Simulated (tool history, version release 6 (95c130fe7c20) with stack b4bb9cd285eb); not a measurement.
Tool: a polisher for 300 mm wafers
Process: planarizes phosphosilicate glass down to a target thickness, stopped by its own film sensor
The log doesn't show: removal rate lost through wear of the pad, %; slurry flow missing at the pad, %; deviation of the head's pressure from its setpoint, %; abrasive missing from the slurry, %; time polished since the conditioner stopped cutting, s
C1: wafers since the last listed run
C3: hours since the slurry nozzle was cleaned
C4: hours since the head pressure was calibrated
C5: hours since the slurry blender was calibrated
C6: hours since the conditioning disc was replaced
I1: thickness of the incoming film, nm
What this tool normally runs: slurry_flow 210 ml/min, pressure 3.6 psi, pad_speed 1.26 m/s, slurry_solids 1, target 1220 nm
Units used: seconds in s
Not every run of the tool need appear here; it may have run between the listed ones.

run 1 hour=0 | slurry_flow=210 pressure=3.6 pad_speed=0.98 slurry_solids=1 target=1220 | C1=0 wafers_polished_on_this_pad=602 C3=302.7 C4=761 C5=331.4 C6=522.8 | I1=2111.8 | seconds=85.2
-- hour=11 slurry nozzle cleaned
run 2 hour=17.6 | slurry_flow=210 pressure=3.6 pad_speed=0.98 slurry_solids=1 target=1220 | C1=193 wafers_polished_on_this_pad=795 C3=6.6 C4=778.6 C5=349 C6=540.4 | I1=2113.3 | seconds=85.1
run 3 hour=28 | slurry_flow=210 pressure=3.6 pad_speed=0.98 slurry_solids=1 target=1220 | C1=121 wafers_polished_on_this_pad=917 C3=17 C4=789 C5=359.4 C6=550.8 | I1=2103.7 | seconds=87.2
-- hour=34.8 slurry blender recalibrated
run 4 hour=45.9 | slurry_flow=210 pressure=2.9 pad_speed=1.26 slurry_solids=1 target=1220 | C1=185 wafers_polished_on_this_pad=1102 C3=34.9 C4=806.9 C5=11.1 C6=568.7 | I1=2062.8 | seconds=85.8
run 5 hour=55.4 | slurry_flow=210 pressure=3.6 pad_speed=1.26 slurry_solids=1 target=1220 | C1=110 wafers_polished_on_this_pad=1213 C3=44.4 C4=816.4 C5=20.6 C6=578.2 | I1=2088.3 | seconds=74.3
-- hour=64.8 conditioning disc replaced and pad reconditioned
-- hour=66.7 worn pad replaced by a new one
run 6 hour=72.7 | slurry_flow=165 pressure=3.1 pad_speed=1.62 slurry_solids=0.8 target=1220 | C1=156 wafers_polished_on_this_pad=70 C3=61.7 C4=833.7 C5=37.9 C6=7.9 | I1=2113.2 | seconds=86
run 7 hour=80.9 | slurry_flow=210 pressure=2.5 pad_speed=1.26 slurry_solids=1 target=1498 | C1=95 wafers_polished_on_this_pad=165 C3=69.9 C4=841.9 C5=46.1 C6=16.1 | I1=2112.8 | seconds=73.6
run 8 hour=87.2 | slurry_flow=210 pressure=3.6 pad_speed=1.26 slurry_solids=1 target=1220 | C1=73 wafers_polished_on_this_pad=239 C3=76.2 C4=848.2 C5=52.4 C6=22.4 | I1=2072.1 | seconds=72.6
run 9 hour=97 | slurry_flow=210 pressure=3.6 pad_speed=1.26 slurry_solids=0.75 target=1220 | C1=114 wafers_polished_on_this_pad=353 C3=86 C4=858 C5=62.2 C6=32.2 | I1=2080.3 | seconds=83.8
run 10 hour=114.9 | slurry_flow=210 pressure=3.6 pad_speed=0.94 slurry_solids=1 target=1220 | C1=208 wafers_polished_on_this_pad=562 C3=103.9 C4=875.9 C5=80.1 C6=50.1 | I1=2086.1 | seconds=89.6
run 11 hour=121.5 | slurry_flow=210 pressure=3.6 pad_speed=1.26 slurry_solids=1 target=1220 | C1=77 wafers_polished_on_this_pad=639 C3=110.5 C4=882.5 C5=86.7 C6=56.7 | I1=2104.3 | seconds=75.7
run 12 hour=130.4 | slurry_flow=210 pressure=3.6 pad_speed=1.26 slurry_solids=1 target=1220 | C1=103 wafers_polished_on_this_pad=743 C3=119.4 C4=891.4 C5=95.6 C6=65.6 | I1=2112.8 | seconds=76.4
-- hour=135.8 head pressure recalibrated
run 13 hour=137.2 | slurry_flow=210 pressure=3.6 pad_speed=1.66 slurry_solids=1 target=1441 | C1=56 wafers_polished_on_this_pad=799 C3=126.2 C4=1.4 C5=102.4 C6=72.4 | I1=2113.4 | seconds=42.7
run 14 hour=151.2 | slurry_flow=210 pressure=3.6 pad_speed=1.08 slurry_solids=1 target=1220 | C1=163 wafers_polished_on_this_pad=962 C3=140.2 C4=15.4 C5=116.4 C6=86.4 | I1=2063.3 | seconds=70.7
run 15 hour=177.8 | slurry_flow=210 pressure=3.6 pad_speed=1.26 slurry_solids=1 target=1220 | C1=310 wafers_polished_on_this_pad=1273 C3=166.8 C4=42 C5=143 C6=113 | I1=2084.2 | seconds=65.9
-- hour=183.4 worn pad replaced by a new one
run 16 hour=189.5 | slurry_flow=210 pressure=3.6 pad_speed=1.26 slurry_solids=1 target=1486 | C1=89 wafers_polished_on_this_pad=70 C3=178.5 C4=53.7 C5=154.7 C6=124.7 | I1=2056.9 | seconds=43.7
run 17 hour=200.5 | slurry_flow=280 pressure=2.8 pad_speed=1.44 slurry_solids=1.2 target=1220 | C1=128 wafers_polished_on_this_pad=199 C3=189.5 C4=64.7 C5=165.7 C6=135.7 | I1=2077.5 | seconds=72.1
run 18 hour=215.9 | slurry_flow=210 pressure=2.7 pad_speed=1.26 slurry_solids=1 target=972 | C1=179 wafers_polished_on_this_pad=378 C3=204.9 C4=80.1 C5=181.1 C6=151.1 | I1=2093.5 | seconds=114.9
run 19 hour=225.9 | slurry_flow=210 pressure=3.6 pad_speed=1.26 slurry_solids=1 target=1503 | C1=116 wafers_polished_on_this_pad=495 C3=214.9 C4=90.1 C5=191.1 C6=161.1 | I1=2092 | seconds=44.5
run 20 hour=242.2 | slurry_flow=210 pressure=3.6 pad_speed=0.88 slurry_solids=1 target=1382 | C1=190 wafers_polished_on_this_pad=685 C3=231.2 C4=106.4 C5=207.4 C6=177.4 | I1=2103.6 | seconds=67.7
run 21 hour=256.4 | slurry_flow=140 pressure=3.6 pad_speed=1 slurry_solids=1 target=1342 | C1=165 wafers_polished_on_this_pad=851 C3=245.4 C4=120.6 C5=221.6 C6=191.6 | I1=2072.3 | seconds=65.9
run 22 hour=269.4 | slurry_flow=280 pressure=4.1 pad_speed=1.64 slurry_solids=1 target=1220 | C1=151 wafers_polished_on_this_pad=1003 C3=258.4 C4=133.6 C5=234.6 C6=204.6 | I1=2094.1 | seconds=51.2
run 23 hour=275.8 | slurry_flow=210 pressure=3.6 pad_speed=1.26 slurry_solids=1 target=1220 | C1=74 wafers_polished_on_this_pad=1077 C3=264.8 C4=140 C5=241 C6=211 | I1=2087 | seconds=67.7
run 24 hour=289.3 | slurry_flow=210 pressure=2.9 pad_speed=1.26 slurry_solids=1.25 target=1220 | C1=157 wafers_polished_on_this_pad=1235 C3=278.3 C4=153.5 C5=254.5 C6=224.5 | I1=2104.6 | seconds=77.3
-- hour=324.4 worn pad replaced by a new one
-- hour=333.7 slurry nozzle cleaned
run 25 hour=340.8 | slurry_flow=210 pressure=2.5 pad_speed=1.38 slurry_solids=1 target=1220 | C1=542 wafers_polished_on_this_pad=179 C3=7.1 C4=205 C5=306 C6=276 | I1=2110.4 | seconds=94.4
run 26 hour=355.3 | slurry_flow=210 pressure=3.6 pad_speed=1.26 slurry_solids=1 target=1220 | C1=169 wafers_polished_on_this_pad=349 C3=21.6 C4=219.5 C5=320.5 C6=290.5 | I1=2070 | seconds=67.7

Branching from run 26: 3 alternative next runs. What would each branch give?
run A hour=355.7 | slurry_flow=210 pressure=3.6 pad_speed=1.26 slurry_solids=1 target=1220 | C1=4 wafers_polished_on_this_pad=353 C3=22 C4=219.9 C5=320.9 C6=290.9 | I1=2077.7 | seconds=?
run B hour=355.7 | slurry_flow=210 pressure=4.2 pad_speed=1.26 slurry_solids=1.1 target=1220 | C1=4 wafers_polished_on_this_pad=353 C3=22 C4=219.9 C5=320.9 C6=290.9 | I1=2077.7 | seconds=?
run C hour=355.7 | slurry_flow=240 pressure=3 pad_speed=1.26 slurry_solids=0.85 target=1302 | C1=4 wafers_polished_on_this_pad=353 C3=22 C4=219.9 C5=320.9 C6=290.9 | I1=2077.7 | seconds=?

run=A seconds=67.3
run=B seconds=55.8
run=C seconds=76.8
Take away the tool's hidden state, keep each run's random variation, and the runs would have read:
run=A seconds=66.4
run=B seconds=55.1
run=C seconds=75.8
